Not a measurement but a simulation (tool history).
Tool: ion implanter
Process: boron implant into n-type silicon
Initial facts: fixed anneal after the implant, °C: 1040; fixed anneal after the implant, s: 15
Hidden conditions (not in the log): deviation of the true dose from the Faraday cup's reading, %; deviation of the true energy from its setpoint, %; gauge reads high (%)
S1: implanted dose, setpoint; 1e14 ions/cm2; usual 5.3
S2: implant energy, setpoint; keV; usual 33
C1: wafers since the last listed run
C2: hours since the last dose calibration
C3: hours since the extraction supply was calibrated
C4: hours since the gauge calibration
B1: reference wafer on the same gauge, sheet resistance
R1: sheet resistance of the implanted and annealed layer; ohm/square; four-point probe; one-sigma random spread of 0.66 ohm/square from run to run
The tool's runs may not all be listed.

run    hour    S1    S2    C1      C2      C3     C4      B1      R1
  1       0  4.86  28.5     0   463.8  3924.1    252  235.88   241.7
  2    63.4  4.86  28.5  1745   527.2  3987.5  315.4  235.91   242.1
  3   112.3   5.3    33  1346   576.1  4036.4  364.3  235.84  222.69
  4   326.7   5.3    33  5903   790.5  4250.8  578.7  235.98  220.49
  5   395.2   5.3  36.5  1886     859  4319.3  647.2  235.94  218.52
  6   430.4   5.3  36.5   969   894.2  4354.5  682.4  235.96  217.33
  7   473.5   5.3    33  1186   937.3  4397.6  725.5   235.9  219.45
      486.7  -- gauge calibrated
  8   511.1   5.3    33  1035   974.9  4435.2   24.4  235.95  218.52
  9   538.2   5.3    33   746    1002  4462.3   51.5  235.88  219.11
 10     597   5.3    33  1619  1060.8  4521.1  110.3  235.95  218.89
 11   656.6   5.3    33  1641  1120.4  4580.7  169.9  235.93  217.87
 12   701.2   5.3  21.5  1228    1165  4625.3  214.5  235.95  228.53
      721.3  -- Faraday cup replaced and dose calibrated
 13   733.9  4.74    25   680    12.6    4658  247.2  236.12  256.32
      752.7  -- extraction supply calibrated
 14     774  6.85    26   883    52.7    21.3  287.3     236  188.51
 15   843.7   5.3    33  1919   122.4      91    357  235.97  226.01
 16   904.9   5.3    33  1685   183.6   152.2  418.2  236.08  224.61
 17   955.8   5.3    33  1401   234.5   203.1  469.1  236.06  225.82
 18  1111.6   5.9    33  4290   390.3   358.9  624.9  236.06  204.15
 19    1146   6.3  25.5   947   424.7   393.3  659.3     236   198.6
     1183.9  -- gauge calibrated
 20  1198.7   5.3    33  1451   477.4     446   14.8  235.76  223.53
 21    1259   6.7  42.5  1660   537.7   506.3   75.1  236.05  178.71

Estimate the outcome of run 22 from the log above:
 22  1297.7  5.3  27.5  1065  576.4  545  113.8   ?   ?

{"run 22": {"B1": 235.78, "R1": 227.63}}
With no hidden state in the tool, this same run would have given R1 232.02 ohm/square.

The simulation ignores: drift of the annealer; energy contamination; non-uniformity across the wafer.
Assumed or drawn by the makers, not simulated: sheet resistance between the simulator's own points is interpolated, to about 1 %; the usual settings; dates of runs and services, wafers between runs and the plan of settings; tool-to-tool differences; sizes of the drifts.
